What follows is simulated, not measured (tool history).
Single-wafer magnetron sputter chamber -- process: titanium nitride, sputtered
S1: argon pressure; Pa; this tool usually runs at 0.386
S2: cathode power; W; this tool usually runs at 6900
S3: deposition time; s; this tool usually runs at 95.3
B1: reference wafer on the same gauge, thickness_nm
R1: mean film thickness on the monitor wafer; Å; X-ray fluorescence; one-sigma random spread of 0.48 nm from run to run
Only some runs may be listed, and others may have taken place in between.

run,day,S1,S2,S3,B1,R1
1,0,0.386,6900,95.3,115.066,1173.94
2,1.25,0.386,6350,95.3,115.104,1093.28
# day 3.508: sputter target and shields replaced
3,4.242,0.386,6350,95.3,114.997,1118.95
4,7.062,0.386,6900,95.3,114.934,1205.93
5,13.775,0.386,6900,95.3,114.992,1188.64
# day 15.429: capacitance manometer re-zeroed and calibrated
6,16.55,0.386,6900,95.3,115.001,1158.54
7,17.704,0.386,6900,95.3,115.041,1171.18
# day 19.258: magnet pack replaced
8,19.279,0.386,6900,95.3,115.016,1161.28
9,21.596,0.386,6900,95.3,114.927,1167.78
10,24.462,0.503,6900,95.3,114.889,1095.21
11,27.333,0.249,8350,95.3,114.915,1476.83
# day 27.617: gauge calibrated
# day 29.6: sputter target and shields replaced
12,30.246,0.386,6900,95.3,115.065,1192.31
13,32.925,0.291,5800,109.2,114.938,1192.27
14,34.438,0.527,5900,113.4,115.009,1134.11
15,35.612,0.386,6900,95.3,114.999,1175.51
16,37,0.386,7600,107.9,114.971,1463.07
17,38.329,0.386,6900,104.9,115.043,1287.31
18,40.592,0.386,6900,95.3,115.064,1165.56
19,42.896,0.303,5850,106.3,115.009,1147.91
20,46.538,0.337,5800,95.3,114.871,1007.5
21,48.842,0.435,7900,80.8,114.958,1103.81

For some of the steps in R1 from one run to the next: how much would appear even if the tool had no hidden state, given the settings, what came in and random variation, and how much remains for the hidden state plus any gauge scatter that the measured result and the result without hidden state don't share?
What the log doesn't record here: deposition rate above that of a new target (%); true argon pressure above the setpoint (%); gauge reads high (%).
Run 5 -> 6: capacitance manometer re-zeroed and calibrated. R1 -30.1 Å: hidden state -32.6, all else +2.5.
Run 10 -> 11: S1 0.503 -> 0.249, S2 6900 -> 8350. R1 +381.62 Å: hidden state -12.94, all else +394.56.
Run 11 -> 12: S1 0.249 -> 0.386, S2 8350 -> 6900, gauge calibrated, sputter target and shields replaced. R1 -284.52 Å: hidden state +45.72, all else -330.24.
Run 15 -> 16: S2 6900 -> 7600, S3 95.3 -> 107.9. R1 +287.56 Å: hidden state -8.05, all else +295.61.
